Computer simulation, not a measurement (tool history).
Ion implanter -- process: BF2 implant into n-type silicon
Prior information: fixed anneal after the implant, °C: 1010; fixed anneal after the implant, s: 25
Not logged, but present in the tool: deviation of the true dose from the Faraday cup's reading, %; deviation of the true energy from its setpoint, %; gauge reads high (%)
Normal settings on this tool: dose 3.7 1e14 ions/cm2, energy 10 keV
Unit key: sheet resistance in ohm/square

| run | day | dose | energy | wafers since the last listed run | hours since the last dose calibration | hours since the extraction supply was calibrated | hours since the gauge calibration | read-back reference wafer on the same gauge, sheet resistance | sheet resistance |
|---|---|---|---|---|---|---|---|---|---|
| 1 | 0 | 4.26 | 10 | 0 | 609.3 | 6443.6 | 243 | 332.02 | 299.84 |
| 2 | 2.042 | 3.7 | 10 | 886 | 658.3 | 6492.6 | 292 | 332.01 | 328.83 |
| 3 | 3.512 | 3.7 | 10 | 638 | 693.6 | 6527.9 | 327.3 | 332.29 | 327.67 |
| 4 | 6.475 | 3.7 | 11 | 1285 | 764.7 | 6599 | 398.4 | 332.02 | 320.52 |
| 5 | 8.75 | 3.7 | 7.5 | 987 | 819.3 | 6653.6 | 453 | 332.01 | 354.42 |
| 6 | 11.575 | 3.7 | 7.5 | 1226 | 887.1 | 6721.4 | 520.8 | 332.08 | 354.16 |
|  | 12.892 | gauge calibrated |
|  | 13.217 | Faraday cup replaced and dose calibrated |
| 7 | 13.675 | 3.7 | 7.5 | 766 | 11 | 6771.8 | 18.8 | 331.85 | 362.36 |
| 8 | 16.412 | 4.02 | 12.5 | 1188 | 76.7 | 6837.5 | 84.5 | 332.19 | 299.06 |
|  | 18.708 | extraction supply calibrated |
| 9 | 18.942 | 2.62 | 12.5 | 953 | 137.4 | 5.6 | 145.2 | 332.06 | 405.88 |
| 10 | 21.417 | 3.09 | 10 | 1074 | 196.8 | 65 | 204.6 | 332.01 | 371.61 |
| 11 | 24.333 | 2.63 | 12.5 | 1266 | 266.8 | 135 | 274.6 | 332.08 | 402.65 |
| 12 | 26.208 | 2.69 | 12.5 | 813 | 311.8 | 180 | 319.6 | 332.14 | 393.52 |
| 13 | 28.288 | 3.7 | 10 | 902 | 361.7 | 229.9 | 369.5 | 332.42 | 326.94 |
| 14 | 30.367 | 3.12 | 7.5 | 902 | 411.6 | 279.8 | 419.4 | 332.1 | 394.05 |

Forecast each of these 4 alternatives for the next run:
| A | 30.383 | 3.7 | 10 | 7 | 412 | 280.2 | 419.8 | ? | ? |
| B | 30.383 | 3.04 | 7 | 7 | 412 | 280.2 | 419.8 | ? | ? |
| C | 30.383 | 3.7 | 8 | 7 | 412 | 280.2 | 419.8 | ? | ? |
| D | 30.383 | 3.7 | 7 | 7 | 412 | 280.2 | 419.8 | ? | ? |

| run | read-back reference wafer on the same gauge, sheet resistance | sheet resistance |
|---|---|---|
| A | 332.07 | 328.11 |
| B | 332.07 | 409.98 |
| C | 332.07 | 348.55 |
| D | 332.07 | 362.78 |
Had the tool no hidden state, the same runs would have come out as:
| run | sheet resistance |
|---|---|
| A | 337.23 |
| B | 421.51 |
| C | 357.74 |
| D | 372.12 |
